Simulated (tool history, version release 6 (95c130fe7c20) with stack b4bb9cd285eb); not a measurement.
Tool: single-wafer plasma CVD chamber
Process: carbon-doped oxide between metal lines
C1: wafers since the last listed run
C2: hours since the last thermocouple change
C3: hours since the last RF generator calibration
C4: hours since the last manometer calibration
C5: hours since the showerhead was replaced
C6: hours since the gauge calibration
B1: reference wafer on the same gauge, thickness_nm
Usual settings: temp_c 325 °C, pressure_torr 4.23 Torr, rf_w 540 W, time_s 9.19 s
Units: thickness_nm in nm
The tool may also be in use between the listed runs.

run 1 hour=0.0 | temp_c=325 pressure_torr=3.48 rf_w=620 time_s=9.19 | C1=0 C2=1009.3 C3=1183.9 C4=2122.3 C5=7032.2 C6=160.1 | B1=53.808 | thickness_nm=61.339
run 2 hour=28.8 | temp_c=325 pressure_torr=4.23 rf_w=540 time_s=9.19 | C1=1122 C2=1038.1 C3=1212.7 C4=2151.1 C5=7061.0 C6=188.9 | B1=53.818 | thickness_nm=57.919
run 3 hour=46.1 | temp_c=325 pressure_torr=4.23 rf_w=540 time_s=9.19 | C1=674 C2=1055.4 C3=1230.0 C4=2168.4 C5=7078.3 C6=206.2 | B1=53.802 | thickness_nm=57.517
run 4 hour=78.9 | temp_c=325 pressure_torr=4.23 rf_w=540 time_s=9.19 | C1=1277 C2=1088.2 C3=1262.8 C4=2201.2 C5=7111.1 C6=239.0 | B1=53.803 | thickness_nm=57.464
run 5 hour=93.9 | temp_c=325 pressure_torr=4.23 rf_w=540 time_s=9.19 | C1=584 C2=1103.2 C3=1277.8 C4=2216.2 C5=7126.1 C6=254.0 | B1=53.818 | thickness_nm=57.494
run 6 hour=123.6 | temp_c=335 pressure_torr=4.23 rf_w=540 time_s=9.19 | C1=1157 C2=1132.9 C3=1307.5 C4=2245.9 C5=7155.8 C6=283.7 | B1=53.753 | thickness_nm=55.715
run 7 hour=149.5 | temp_c=335 pressure_torr=4.23 rf_w=540 time_s=9.19 | C1=1009 C2=1158.8 C3=1333.4 C4=2271.8 C5=7181.7 C6=309.6 | B1=53.798 | thickness_nm=55.904
run 8 hour=180.8 | temp_c=335 pressure_torr=4.23 rf_w=540 time_s=9.19 | C1=1219 C2=1190.1 C3=1364.7 C4=2303.1 C5=7213.0 C6=340.9 | B1=53.798 | thickness_nm=56.080
run 9 hour=213.6 | temp_c=325 pressure_torr=4.79 rf_w=540 time_s=9.19 | C1=1277 C2=1222.9 C3=1397.5 C4=2335.9 C5=7245.8 C6=373.7 | B1=53.816 | thickness_nm=58.341
-- hour=222.8 RF generator calibrated
-- hour=234.2 gauge calibrated
run 10 hour=244.6 | temp_c=325 pressure_torr=4.23 rf_w=540 time_s=8.66 | C1=896 C2=1253.9 C3=21.8 C4=2366.9 C5=7276.8 C6=10.4 | B1=53.772 | thickness_nm=54.146
-- hour=263.6 capacitance manometer re-zeroed and calibrated
run 11 hour=277.4 | temp_c=325 pressure_torr=4.23 rf_w=540 time_s=8.66 | C1=966 C2=1286.7 C3=54.6 C4=13.8 C5=7309.6 C6=43.2 | B1=53.802 | thickness_nm=54.159
-- hour=289.5 thermocouple changed; heater temperature recalibrated
run 12 hour=308.3 | temp_c=325 pressure_torr=4.23 rf_w=540 time_s=9.19 | C1=892 C2=18.8 C3=85.5 C4=44.7 C5=7340.5 C6=74.1 | B1=53.815 | thickness_nm=58.249
run 13 hour=342.7 | temp_c=325 pressure_torr=4.23 rf_w=540 time_s=9.19 | C1=1340 C2=53.2 C3=119.9 C4=79.1 C5=7374.9 C6=108.5 | B1=53.774 | thickness_nm=58.293
run 14 hour=369.5 | temp_c=325 pressure_torr=4.23 rf_w=440 time_s=10.88 | C1=1044 C2=80.0 C3=146.7 C4=105.9 C5=7401.7 C6=135.3 | B1=53.786 | thickness_nm=60.934
run 15 hour=399.2 | temp_c=325 pressure_torr=3.48 rf_w=620 time_s=9.19 | C1=1157 C2=109.7 C3=176.4 C4=135.6 C5=7431.4 C6=165.0 | B1=53.827 | thickness_nm=61.807
run 16 hour=429.5 | temp_c=325 pressure_torr=4.23 rf_w=585 time_s=9.19 | C1=1180 C2=140.0 C3=206.7 C4=165.9 C5=7461.7 C6=195.3 | B1=53.822 | thickness_nm=60.882
-- hour=459.2 showerhead replaced
run 17 hour=464.4 | temp_c=314 pressure_torr=4.23 rf_w=540 time_s=9.19 | C1=1048 C2=174.9 C3=241.6 C4=200.8 C5=5.2 C6=230.2 | B1=53.784 | thickness_nm=60.411
run 18 hour=487.0 | temp_c=325 pressure_torr=4.23 rf_w=540 time_s=9.19 | C1=880 C2=197.5 C3=264.2 C4=223.4 C5=27.8 C6=252.8 | B1=53.782 | thickness_nm=58.053
run 19 hour=506.9 | temp_c=312 pressure_torr=5.14 rf_w=465 time_s=9.19 | C1=775 C2=217.4 C3=284.1 C4=243.3 C5=47.7 C6=272.7 | B1=53.795 | thickness_nm=56.962
run 20 hour=539.6 | temp_c=325 pressure_torr=4.23 rf_w=540 time_s=9.19 | C1=1274 C2=250.1 C3=316.8 C4=276.0 C5=80.4 C6=305.4 | B1=53.763 | thickness_nm=58.082
run 21 hour=568.3 | temp_c=319 pressure_torr=4.23 rf_w=540 time_s=9.19 | C1=1118 C2=278.8 C3=345.5 C4=304.7 C5=109.1 C6=334.1 | B1=53.807 | thickness_nm=59.290
run 22 hour=584.1 | temp_c=313 pressure_torr=5.20 rf_w=540 time_s=9.87 | C1=615 C2=294.6 C3=361.3 C4=320.5 C5=124.9 C6=349.9 | B1=53.822 | thickness_nm=66.384
run 23 hour=607.8 | temp_c=320 pressure_torr=4.23 rf_w=540 time_s=9.19 | C1=923 C2=318.3 C3=385.0 C4=344.2 C5=148.6 C6=373.6 | B1=53.795 | thickness_nm=59.395
run 24 hour=635.7 | temp_c=325 pressure_torr=4.23 rf_w=540 time_s=9.19 | C1=1087 C2=346.2 C3=412.9 C4=372.1 C5=176.5 C6=401.5 | B1=53.797 | thickness_nm=58.288
run 25 hour=664.8 | temp_c=321 pressure_torr=3.63 rf_w=600 time_s=9.19 | C1=1133 C2=375.3 C3=442.0 C4=401.2 C5=205.6 C6=430.6 | B1=53.822 | thickness_nm=61.761

What the log doesn't show, run by run:
delivered RF power above the setpoint (%): 0 in every run
true pressure above the setpoint (%): 0 in every run
gauge reads high (%): 0 in every run
H1: wafer temperature above the value expected at the setpoint (K)
run=1 H1=2.49
run=2 H1=2.65
run=3 H1=2.75
run=4 H1=2.94
run=5 H1=3.03
run=6 H1=3.21
run=7 H1=3.37
run=8 H1=3.57
run=9 H1=3.79
run=10 H1=3.99
run=11 H1=4.22
run=12 H1=0.16
run=13 H1=0.167
run=14 H1=0.177
run=15 H1=0.192
run=16 H1=0.213
run=17 H1=0.242
run=18 H1=0.265
run=19 H1=0.287
run=20 H1=0.329
run=21 H1=0.37
run=22 H1=0.395
run=23 H1=0.434
run=24 H1=0.484
run=25 H1=0.541
